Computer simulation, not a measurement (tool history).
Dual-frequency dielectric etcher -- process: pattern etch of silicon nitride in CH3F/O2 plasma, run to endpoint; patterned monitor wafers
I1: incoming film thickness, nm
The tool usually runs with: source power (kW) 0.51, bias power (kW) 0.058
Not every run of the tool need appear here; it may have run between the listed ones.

Run 1, day 0: usual settings; I1 91.9. Result: endpoint time (s) 101.8.
At day 0.958: wet clean of the chamber.
Run 2, day 0.979: usual settings but source power (kW) 0.41, bias power (kW) 0.051; I1 91.2. Result: endpoint time (s) 118.1.
Run 3, day 1.608: usual settings but source power (kW) 0.41, bias power (kW) 0.051; I1 90.7. Result: endpoint time (s) 117.3.
Run 4, day 2.467: usual settings but source power (kW) 0.44, bias power (kW) 0.047; I1 91.4. Result: endpoint time (s) 118.
Run 5, day 3.308: usual settings but source power (kW) 0.44, bias power (kW) 0.047; I1 92.1. Result: endpoint time (s) 118.3.
Run 6, day 4.071: usual settings but bias power (kW) 0.065; I1 91.5. Result: endpoint time (s) 99.8.
Run 7, day 5: usual settings; I1 91. Result: endpoint time (s) 102.5.
Run 8, day 5.654: usual settings but source power (kW) 0.45, bias power (kW) 0.047; I1 90.7. Result: endpoint time (s) 115.2.
Run 9, day 8.517: usual settings; I1 91.1. Result: endpoint time (s) 102.6.
Run 10, day 9.954: usual settings; I1 91.2. Result: endpoint time (s) 102.9.
At day 12.362: upper electrode replaced.
Run 11, day 12.383: usual settings; I1 91.3. Result: endpoint time (s) 102.1.
Run 12, day 12.4: usual settings but bias power (kW) 0.055; I1 90.7. Result: endpoint time (s) 102.7.
Run 13, day 13.038: usual settings but bias power (kW) 0.051; I1 91.9. Result: endpoint time (s) 106.3.
Run 14, day 13.583: usual settings; I1 90.9. Result: endpoint time (s) 101.5.
At day 13.817: bias power generator calibrated.
Run 15, day 14.267: usual settings; I1 91.5. Result: endpoint time (s) 102.2.
Run 16, day 14.862: usual settings but source power (kW) 0.61, bias power (kW) 0.045; I1 91.4. Result: endpoint time (s) 101.6.
Run 17, day 15.667: usual settings but source power (kW) 0.59, bias power (kW) 0.052; I1 91.2. Result: endpoint time (s) 98.8.
Run 18, day 16.354: usual settings but source power (kW) 0.41, bias power (kW) 0.071; I1 91.6. Result: endpoint time (s) 104.4.
Run 19, day 17.504: usual settings but source power (kW) 0.64, bias power (kW) 0.046; I1 91.6. Result: endpoint time (s) 98.5.
Run 20, day 18.546: usual settings but bias power (kW) 0.065; I1 91.1. Result: endpoint time (s) 97.2.
At day 18.825: source power generator calibrated.
Run 21, day 19.792: usual settings but source power (kW) 0.48; I1 91.2. Result: endpoint time (s) 104.
At day 21.033: wet clean of the chamber.
Run 22, day 21.112: usual settings but source power (kW) 0.46, bias power (kW) 0.063; I1 91. Result: endpoint time (s) 104.5.
Run 23, day 21.983: usual settings but source power (kW) 0.48; I1 91.4. Result: endpoint time (s) 106.1.
Run 24, day 23.112: usual settings but source power (kW) 0.63; I1 92.1. Result: endpoint time (s) 95.3.
Run 25, day 24.325: usual settings but source power (kW) 0.39; I1 91.4. Result: endpoint time (s) 115.5.
Run 26, day 25.454: usual settings; I1 90.5. Result: endpoint time (s) 101.4.
Run 27, day 26.621: usual settings; I1 90.5. Result: endpoint time (s) 101.9.
Run 28, day 27.358: usual settings but source power (kW) 0.64, bias power (kW) 0.071; I1 92.7. Result: endpoint time (s) 89.
Run 29, day 28.354: usual settings but source power (kW) 0.42, bias power (kW) 0.07; I1 90.9. Result: endpoint time (s) 103.8.

Results for each run, recomputed without the tool's hidden state and with each run's random variation untouched:
Hidden state present: etch rate over this chamber's usual, %; source power that arrives over what is set, %; bias power that arrives over what is set, %.
run  endpoint time (s)
  1              104.1
  2              117.9
  3              117.3
  4              118.1
  5              118.5
  6              100.1
  7                103
  8              115.8
  9              103.6
 10              104.1
 11              103.6
 12              104.3
 13                108
 14              103.2
 15                104
 16              103.5
 17              100.8
 18              106.5
 19              100.7
 20               99.5
 21              106.6
 22              104.7
 23              106.4
 24               95.7
 25              116.2
 26              102.2
 27              102.9
 28               89.9
 29                105
